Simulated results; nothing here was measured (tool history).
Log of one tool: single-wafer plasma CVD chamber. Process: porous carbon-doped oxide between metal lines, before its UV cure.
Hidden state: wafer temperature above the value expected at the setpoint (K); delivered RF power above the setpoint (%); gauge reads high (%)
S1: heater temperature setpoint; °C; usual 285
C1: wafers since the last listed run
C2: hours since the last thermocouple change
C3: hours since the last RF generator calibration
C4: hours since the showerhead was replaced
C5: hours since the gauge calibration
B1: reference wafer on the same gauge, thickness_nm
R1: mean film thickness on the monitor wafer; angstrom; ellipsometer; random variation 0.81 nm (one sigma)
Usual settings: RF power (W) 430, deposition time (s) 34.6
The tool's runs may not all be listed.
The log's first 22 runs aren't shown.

Run 23, hour 337.1: usual settings; C1 127; C2 248.5; C3 354.2; C4 255.5; C5 336.2; B1 176.224. Result: R1 1857.09 angstrom.
Run 24, hour 346.7: usual settings but S1 298 °C, RF power (W) 355, deposition time (s) 40.4; C1 182; C2 258.1; C3 363.8; C4 265.1; C5 345.8; B1 175.959. Result: R1 1667.82 angstrom.
Run 25, hour 362.4: usual settings but S1 273 °C; C1 298; C2 273.8; C3 379.5; C4 280.8; C5 361.5; B1 175.772. Result: R1 2018.03 angstrom.
Run 26, hour 371.6: usual settings but S1 280 °C; C1 174; C2 283; C3 388.7; C4 290; C5 370.7; B1 176.11. Result: R1 1899.12 angstrom.
Run 27, hour 385.9: usual settings but S1 276 °C; C1 271; C2 297.3; C3 403; C4 304.3; C5 385; B1 176.078. Result: R1 1960.89 angstrom.
Run 28, hour 395: usual settings but S1 271 °C; C1 173; C2 306.4; C3 412.1; C4 313.4; C5 394.1; B1 175.987. Result: R1 2042.76 angstrom.
Run 29, hour 408: usual settings but S1 299 °C, RF power (W) 485, deposition time (s) 31.8; C1 247; C2 319.4; C3 425.1; C4 326.4; C5 407.1; B1 176.041. Result: R1 1713.09 angstrom.
Run 30, hour 424.8: usual settings but RF power (W) 480; C1 319; C2 336.2; C3 441.9; C4 343.2; C5 423.9; B1 176.018. Result: R1 2037.69 angstrom.
Run 31, hour 442.5: usual settings; C1 336; C2 353.9; C3 459.6; C4 360.9; C5 441.6; B1 176.167. Result: R1 1845.19 angstrom.
At hour 455.8: gauge calibrated.
Run 32, hour 455.9: usual settings; C1 254; C2 367.3; C3 473; C4 374.3; C5 0.1; B1 176.014. Result: R1 1856.19 angstrom.
Run 33, hour 467.9: usual settings but S1 270 °C, RF power (W) 495, deposition time (s) 32.4; C1 228; C2 379.3; C3 485; C4 386.3; C5 12.1; B1 176.086. Result: R1 2164.3 angstrom.

5 ways to go on from here, each from the tool as it stands after run 33. What would each give?
Run A, hour 468.3: usual settings; C1 7; C2 379.7; C3 485.4; C4 386.7; C5 12.5; B1 ?. Result: R1 ?.
Run B, hour 468.3: usual settings but S1 279 °C, deposition time (s) 37; C1 7; C2 379.7; C3 485.4; C4 386.7; C5 12.5; B1 ?. Result: R1 ?.
Run C, hour 468.3: usual settings but S1 276 °C, deposition time (s) 29.5; C1 7; C2 379.7; C3 485.4; C4 386.7; C5 12.5; B1 ?. Result: R1 ?.
Run D, hour 468.3: usual settings but RF power (W) 395, deposition time (s) 30.5; C1 7; C2 379.7; C3 485.4; C4 386.7; C5 12.5; B1 ?. Result: R1 ?.
Run E, hour 468.3: usual settings but deposition time (s) 30; C1 7; C2 379.7; C3 485.4; C4 386.7; C5 12.5; B1 ?. Result: R1 ?.

run       B1       R1
  A  176.018  1843.75
  B  176.018  2049.28
  C  176.018  1678.77
  D  176.018  1512.28
  E  176.018   1605.2
Without the tool's hidden state the same runs would have given:
run       R1
  A  1888.88
  B  2099.44
  C  1719.86
  D  1549.97
  E   1644.5
